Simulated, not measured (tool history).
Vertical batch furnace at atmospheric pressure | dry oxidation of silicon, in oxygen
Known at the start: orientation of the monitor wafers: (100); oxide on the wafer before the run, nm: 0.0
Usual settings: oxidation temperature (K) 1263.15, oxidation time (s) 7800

run    hour  oxidation temperature (K)  oxidation time (s)  read-back reference wafer on the same gauge, thickness  oxide thickness on the monitor wafer (nm)
  1     0.0                    1263.15                7800                                                   64.01                                      71.08
  2   125.7                    1252.15                7800                                                   64.01                                      64.49
  3   205.5                    1252.15                7800                                                   64.00                                      64.36
  4   249.2                    1263.15                7800                                                   63.98                                      71.09
  5   294.3                    1263.15                7800                                                   64.03                                      70.78
  6   368.7                    1263.15                7800                                                   64.06                                      70.54
  7   448.8                    1263.15                9000                                                   64.02                                      78.28
  8   501.5                    1263.15                7800                                                   63.98                                      70.73
  9   544.9                    1263.15                7800                                                   64.03                                      70.72
 10   765.1                    1263.15                7800                                                   64.02                                      70.72
      801.2  -- gauge calibrated
 11   817.5                    1263.15                7800                                                   63.97                                      70.21
 12   919.1                    1263.15                7800                                                   63.99                                      70.68
 13   970.6                    1255.15                7800                                                   64.00                                      65.88
 14  1047.5                    1271.15                7800                                                   64.03                                      75.99
 15  1138.5                    1283.15               10500                                                   63.97                                     104.72
     1164.6  -- thermocouples replaced and temperature profile calibrated
 16  1198.8                    1263.15                7800                                                   63.99                                      70.59
 17  1236.1                    1263.15                6600                                                   64.03                                      62.85
 18  1299.5                    1248.15                9150                                                   64.00                                      69.67
 19  1365.7                    1263.15                4920                                                   63.98                                      51.23
 20  1451.0                    1275.15                5280                                                   64.04                                      60.41
 21  1542.9                    1263.15                7800                                                   63.99                                      70.39
 22  1612.4                    1256.15                6390                                                   63.99                                      57.43
 23  1669.8                    1241.15                7800                                                   63.99                                      59.08
 24  1740.8                    1276.15               10800                                                   64.01                                      99.44
     1765.8  -- boat lift adjusted
 25  2029.3                    1275.15                5280                                                   63.98                                      58.89
 26  2071.6                    1263.15                7800                                                   64.00                                      68.95
 27  2161.5                    1263.15                7800                                                   64.01                                      68.49
 28  2258.7                    1263.15                7800                                                   64.05                                      68.57
 29  2311.4                    1253.15                7800                                                   64.01                                      63.26
     2383.5  -- boat lift adjusted, repeated, since the last time left the tool worse
 30  2406.6                    1263.15                5850                                                   63.99                                      58.66
 31  2486.0                    1263.15                6600                                                   64.03                                      63.75
 32  2551.2                    1263.15                7800                                                   63.99                                      71.54
 33  2610.2                    1256.15                3990                                                   63.98                                      42.45
 34  2665.8                    1282.15                9600                                                   64.02                                      99.62
 35  2751.5                    1278.15                5190                                                   64.00                                      62.66
 36  2820.2                    1263.15                7800                                                   64.04                                      71.77
 37  2919.4                    1251.15                7800                                                   63.99                                      64.66
 38  2970.7                    1246.15                9210                                                   63.98                                      70.30

Some steps in oxide thickness on the monitor wafer (nm) between neighbouring runs. How much of each would the tool show without its hidden state too (settings, what came in, random variation), and how much is left for the hidden state, with any gauge scatter that isn't in both results?
The hidden state here: true tube temperature minus thermocouple reading, K; monitor wafer colder than the profiled boat position, K; gauge reads high (%).
Run 23 -> 24: oxidation temperature (K) 1241.15 -> 1276.15, oxidation time (s) 7800 -> 10800. oxide thickness on the monitor wafer (nm) +40.36: hidden state -1.25, all else +41.61.
Run 24 -> 25: oxidation temperature (K) 1276.15 -> 1275.15, oxidation time (s) 10800 -> 5280, boat lift adjusted. oxide thickness on the monitor wafer (nm) -40.55: hidden state -0.56, all else -39.99.
Run 28 -> 29: oxidation temperature (K) 1263.15 -> 1253.15. oxide thickness on the monitor wafer (nm) -5.31: hidden state +0.66, all else -5.97.
Run 29 -> 30: oxidation temperature (K) 1253.15 -> 1263.15, oxidation time (s) 7800 -> 5850, boat lift adjusted, repeated, since the last time left the tool worse. oxide thickness on the monitor wafer (nm) -4.60: hidden state +2.54, all else -7.14.
Run 33 -> 34: oxidation temperature (K) 1256.15 -> 1282.15, oxidation time (s) 3990 -> 9600. oxide thickness on the monitor wafer (nm) +57.17: hidden state -0.17, all else +57.34.
